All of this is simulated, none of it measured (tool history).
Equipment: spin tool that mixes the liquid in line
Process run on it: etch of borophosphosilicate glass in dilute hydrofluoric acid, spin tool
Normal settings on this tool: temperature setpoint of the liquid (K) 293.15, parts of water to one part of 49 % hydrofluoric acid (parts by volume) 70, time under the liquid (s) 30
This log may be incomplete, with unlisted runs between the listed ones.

run	hour	temperature setpoint of the liquid (K)	parts of water to one part of 49 % hydrofluoric acid (parts by volume)	time under the liquid (s)	read-back film thickness of the borophosphosilicate glass reference wafer, read on the same gauge (nm)	thickness taken off the borophosphosilicate glass on a monitor wafer (Å)
1	0.0	293.15	70	20	90.01	81.2
2	49.3	293.15	70	30	89.99	122.0
3	123.1	293.15	70	30	90.00	121.7
4	218.7	293.15	55	30	90.02	155.4
5	279.9	293.15	90	30	89.98	91.1
# hour 287.2: hydrofluoric acid flow meter replaced
6	349.0	293.15	90	30	90.02	97.2
7	427.3	293.15	90	30	90.00	94.7
8	591.9	295.65	50	40	89.99	264.6
9	668.9	294.65	50	35	90.02	217.2
10	733.1	293.15	100	15	90.02	40.9
11	810.6	290.15	40	15	90.02	95.8
12	889.4	293.15	70	30	90.04	117.8
# hour 898.7: thermometer replaced
13	979.7	293.15	70	30	90.00	117.3
# hour 987.6: hydrofluoric acid flow meter replaced
14	1036.9	297.15	70	15	90.02	75.1
15	1106.9	293.15	55	30	89.99	165.9
16	1213.9	297.15	45	20	90.01	157.3
17	1286.9	293.15	70	30	90.01	124.4
18	1336.9	293.15	70	50	89.98	208.2
# hour 1343.7: gauge calibrated
19	1408.2	296.65	85	15	89.99	57.3
20	1458.5	293.15	70	30	89.95	123.0
21	1537.4	293.15	95	30	89.98	85.5
# hour 1624.2: hydrofluoric acid flow meter replaced
22	1659.9	290.65	45	40	89.95	242.2
23	1708.0	297.15	60	20	90.04	118.1
24	1802.1	291.65	105	30	89.99	74.8
25	1843.0	293.15	50	30	90.01	180.4
26	1898.9	290.15	60	30	89.97	128.3
27	1959.4	293.15	70	30	89.99	122.4
28	2065.9	293.15	80	30	89.94	103.8
29	2153.1	298.15	95	15	90.01	52.3
30	2195.2	293.15	50	35	90.05	202.0
31	2261.7	293.15	70	30	90.02	118.6

Here are 5 independent what-if runs from the current tool condition. What would each one return?
A	2262.1	293.15	70	45	?	?
B	2262.1	293.15	55	15	?	?
C	2262.1	297.15	70	40	?	?
D	2262.1	298.15	35	30	?	?
E	2262.1	290.15	55	15	?	?

run	read-back film thickness of the borophosphosilicate glass reference wafer, read on the same gauge (nm)	thickness taken off the borophosphosilicate glass on a monitor wafer (Å)
A	90.01	176.2
B	90.01	76.2
C	90.01	184.5
D	90.01	303.4
E	90.01	67.0
Without the tool's unlogged condition, the same runs would have read:
run	thickness taken off the borophosphosilicate glass on a monitor wafer (Å)
A	194.3
B	83.9
C	203.7
D	333.6
E	73.8

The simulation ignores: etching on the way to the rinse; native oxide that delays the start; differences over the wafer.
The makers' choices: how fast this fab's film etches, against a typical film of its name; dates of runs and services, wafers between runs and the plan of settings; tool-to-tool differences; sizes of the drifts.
